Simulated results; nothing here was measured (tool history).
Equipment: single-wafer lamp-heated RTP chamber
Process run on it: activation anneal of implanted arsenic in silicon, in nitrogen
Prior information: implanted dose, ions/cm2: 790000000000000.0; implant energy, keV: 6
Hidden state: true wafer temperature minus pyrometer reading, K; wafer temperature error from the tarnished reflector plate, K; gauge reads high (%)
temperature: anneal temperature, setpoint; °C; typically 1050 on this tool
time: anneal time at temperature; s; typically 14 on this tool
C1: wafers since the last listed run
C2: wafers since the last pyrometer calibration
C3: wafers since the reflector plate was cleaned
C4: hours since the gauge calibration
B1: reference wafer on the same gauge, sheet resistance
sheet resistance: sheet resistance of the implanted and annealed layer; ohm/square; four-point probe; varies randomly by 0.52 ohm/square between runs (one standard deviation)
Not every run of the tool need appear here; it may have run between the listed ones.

run 1 day=0.000 | temperature=1066 time=14 | C1=0 C2=1510 C3=7295 C4=456.4 | B1=167.03 | sheet_resistance=157.29
run 2 day=0.475 | temperature=1058 time=14 | C1=211 C2=1722 C3=7507 C4=467.8 | B1=167.08 | sheet_resistance=159.58
-- day=2.150 pyrometer window cleaned and pyrometer calibrated
run 3 day=2.454 | temperature=1058 time=14 | C1=733 C2=134 C3=8241 C4=515.3 | B1=166.92 | sheet_resistance=160.09
run 4 day=2.838 | temperature=1042 time=14 | C1=170 C2=305 C3=8412 C4=524.5 | B1=167.06 | sheet_resistance=168.18
run 5 day=3.238 | temperature=1042 time=14 | C1=178 C2=484 C3=8590 C4=534.1 | B1=166.97 | sheet_resistance=168.35
run 6 day=3.783 | temperature=1042 time=14 | C1=243 C2=727 C3=8834 C4=547.2 | B1=166.98 | sheet_resistance=167.53
-- day=4.075 gauge calibrated
run 7 day=4.404 | temperature=1050 time=14 | C1=276 C2=1004 C3=9110 C4=7.9 | B1=166.96 | sheet_resistance=164.30
run 8 day=4.925 | temperature=1050 time=14 | C1=232 C2=1236 C3=9343 C4=20.4 | B1=166.99 | sheet_resistance=163.85
run 9 day=5.600 | temperature=1050 time=14 | C1=301 C2=1537 C3=9644 C4=36.6 | B1=167.04 | sheet_resistance=163.54
run 10 day=5.971 | temperature=1034 time=18 | C1=165 C2=1703 C3=9809 C4=45.5 | B1=167.14 | sheet_resistance=166.58
run 11 day=6.250 | temperature=1034 time=18 | C1=124 C2=1827 C3=9933 C4=52.2 | B1=167.02 | sheet_resistance=165.44
run 12 day=6.792 | temperature=1034 time=18 | C1=241 C2=2069 C3=10175 C4=65.2 | B1=166.98 | sheet_resistance=165.72
run 13 day=7.483 | temperature=1050 time=14 | C1=308 C2=2377 C3=10483 C4=81.8 | B1=166.98 | sheet_resistance=162.73
run 14 day=8.008 | temperature=1050 time=14 | C1=234 C2=2611 C3=10718 C4=94.4 | B1=166.98 | sheet_resistance=162.35
-- day=8.488 pyrometer window cleaned and pyrometer calibrated
run 15 day=8.733 | temperature=1050 time=14 | C1=174 C2=109 C3=10892 C4=111.8 | B1=166.94 | sheet_resistance=162.34
run 16 day=9.362 | temperature=1050 time=17 | C1=280 C2=390 C3=11173 C4=126.9 | B1=167.11 | sheet_resistance=158.54
run 17 day=9.662 | temperature=1076 time=11 | C1=133 C2=523 C3=11307 C4=134.1 | B1=166.90 | sheet_resistance=157.02
-- day=10.167 reflector plate cleaned
run 18 day=10.188 | temperature=1039 time=11 | C1=85 C2=609 C3=8 C4=146.7 | B1=167.03 | sheet_resistance=179.63
run 19 day=10.467 | temperature=1050 time=18 | C1=124 C2=733 C3=133 C4=153.4 | B1=166.96 | sheet_resistance=161.12
run 20 day=10.754 | temperature=1021 time=9 | C1=128 C2=862 C3=261 C4=160.3 | B1=167.11 | sheet_resistance=198.77
run 21 day=11.233 | temperature=1050 time=14 | C1=213 C2=1075 C3=474 C4=171.8 | B1=167.12 | sheet_resistance=166.13
run 22 day=11.767 | temperature=1026 time=8 | C1=237 C2=1313 C3=712 C4=184.6 | B1=167.03 | sheet_resistance=198.89
run 23 day=12.325 | temperature=1076 time=8 | C1=248 C2=1562 C3=961 C4=198.0 | B1=167.02 | sheet_resistance=165.96
run 24 day=12.575 | temperature=1078 time=7 | C1=111 C2=1674 C3=1073 C4=204.0 | B1=167.03 | sheet_resistance=167.67
run 25 day=13.304 | temperature=1031 time=18 | C1=325 C2=1999 C3=1398 C4=221.5 | B1=167.03 | sheet_resistance=171.42
run 26 day=13.829 | temperature=1031 time=21 | C1=234 C2=2233 C3=1632 C4=234.1 | B1=166.99 | sheet_resistance=167.42
-- day=14.325 pyrometer window cleaned and pyrometer calibrated
run 27 day=14.375 | temperature=1069 time=14 | C1=94 C2=22 C3=1727 C4=247.2 | B1=167.09 | sheet_resistance=157.96
run 28 day=14.654 | temperature=1050 time=11 | C1=124 C2=146 C3=1851 C4=253.9 | B1=166.93 | sheet_resistance=171.47
run 29 day=15.142 | temperature=1021 time=14 | C1=217 C2=364 C3=2069 C4=265.6 | B1=166.89 | sheet_resistance=185.17
run 30 day=15.792 | temperature=1050 time=14 | C1=289 C2=653 C3=2358 C4=281.2 | B1=166.90 | sheet_resistance=165.86
run 31 day=16.442 | temperature=1050 time=14 | C1=289 C2=943 C3=2648 C4=296.8 | B1=167.01 | sheet_resistance=165.71
run 32 day=16.712 | temperature=1050 time=14 | C1=120 C2=1064 C3=2769 C4=303.3 | B1=166.96 | sheet_resistance=164.15
run 33 day=17.171 | temperature=1021 time=19 | C1=204 C2=1268 C3=2973 C4=314.3 | B1=167.00 | sheet_resistance=175.75
run 34 day=17.500 | temperature=1027 time=19 | C1=146 C2=1415 C3=3120 C4=322.2 | B1=167.02 | sheet_resistance=172.52
run 35 day=18.092 | temperature=1027 time=11 | C1=263 C2=1679 C3=3384 C4=336.4 | B1=166.97 | sheet_resistance=186.81
run 36 day=18.421 | temperature=1058 time=14 | C1=146 C2=1826 C3=3531 C4=344.3 | B1=167.04 | sheet_resistance=161.65
run 37 day=19.088 | temperature=1050 time=10 | C1=297 C2=2123 C3=3828 C4=360.3 | B1=166.97 | sheet_resistance=172.56
run 38 day=19.638 | temperature=1050 time=14 | C1=245 C2=2368 C3=4073 C4=373.5 | B1=167.02 | sheet_resistance=166.04

Hidden state or all else? Some run-to-run changes of sheet resistance, split into what the settings, what came in and random variation would give without the hidden state, and what is left for the hidden state (with any gauge scatter that isn't in both results):
Run 3 -> 4: temperature 1058 -> 1042. sheet resistance +8.09 ohm/square: hidden state -1.11, all else +9.20.
Run 17 -> 18: temperature 1076 -> 1039, reflector plate cleaned. sheet resistance +22.61 ohm/square: hidden state +2.55, all else +20.06.
Run 19 -> 20: temperature 1050 -> 1021, time 18 -> 9. sheet resistance +37.65 ohm/square: hidden state -0.48, all else +38.13.
Run 21 -> 22: temperature 1050 -> 1026, time 14 -> 8. sheet resistance +32.76 ohm/square: hidden state -0.54, all else +33.30.
Run 22 -> 23: temperature 1026 -> 1076. sheet resistance -32.93 ohm/square: hidden state +0.46, all else -33.39.
Run 35 -> 36: temperature 1027 -> 1058, time 11 -> 14. sheet resistance -25.16 ohm/square: hidden state +1.18, all else -26.34.

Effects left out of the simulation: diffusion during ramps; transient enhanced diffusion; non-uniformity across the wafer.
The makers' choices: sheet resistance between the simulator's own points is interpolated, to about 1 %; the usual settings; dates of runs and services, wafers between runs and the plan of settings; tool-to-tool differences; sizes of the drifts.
